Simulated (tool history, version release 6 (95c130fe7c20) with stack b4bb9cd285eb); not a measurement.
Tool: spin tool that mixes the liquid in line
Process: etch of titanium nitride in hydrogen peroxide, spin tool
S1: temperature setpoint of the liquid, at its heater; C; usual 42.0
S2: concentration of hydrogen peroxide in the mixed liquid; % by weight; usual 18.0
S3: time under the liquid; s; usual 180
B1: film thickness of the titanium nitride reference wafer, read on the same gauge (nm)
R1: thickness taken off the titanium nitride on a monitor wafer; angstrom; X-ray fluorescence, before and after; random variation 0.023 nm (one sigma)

run     day    S1    S2   S3     B1    R1
  1   0.000  42.0  18.0  180  59.99  53.2
  2   0.592  42.0  18.0  285  60.01  84.9
  3   1.371  42.0  18.0  180  59.98  53.3
  4   2.412  34.0  20.5  100  59.96  16.1
  5   3.179  42.0  18.0  180  60.06  52.9
  6   4.083  42.0  13.0  180  59.98  49.5
  7   5.108  50.5  14.0  180  60.03  94.2
      5.596  -- peroxide flow meter replaced
  8   6.300  42.0  18.0  180  60.01  54.0
  9   6.921  42.0  12.5  210  60.01  57.8
 10   8.229  42.0  18.0  180  60.00  53.6
 11   9.283  42.0  18.0  180  60.04  53.6
 12  10.300  42.0  13.0  150  60.02  41.6
 13  11.054  42.0  18.0  180  59.97  54.1
     11.450  -- gauge calibrated
 14  11.567  35.5  23.5   70  60.00  13.3
 15  12.254  35.0  18.0  180  60.00  31.1
 16  13.642  32.0  13.0  235  60.02  29.5
 17  14.817  42.0  18.0  180  60.02  53.4
     15.850  -- thermometer replaced
 18  15.946  50.5  14.5  180  59.98  95.4
 19  18.875  50.5  18.0  140  60.01  77.4
 20  19.946  35.5  13.0  270  60.07  44.6
 21  21.279  42.0  18.0  180  59.97  52.9
 22  22.571  45.5  22.0  225  60.02  89.0
 23  24.025  42.0  16.5  180  60.00  51.7
 24  25.162  42.0  21.0  100  60.06  30.3
 25  26.600  42.0  18.0  180  59.97  52.6

4 ways to go on from here, each from the tool as it stands after run 25. What would each give?
  A  26.621  42.0  18.0  180   ?   ?
  B  26.621  45.0  18.0  180   ?   ?
  C  26.621  42.0  18.0  220   ?   ?
  D  26.621  42.0  15.5  225   ?   ?

run     B1    R1
  A  59.98  52.4
  B  59.98  65.8
  C  59.98  64.1
  D  59.98  63.5
Without the tool's hidden state the same runs would have given:
run    R1
  A  55.0
  B  68.9
  C  67.2
  D  66.6
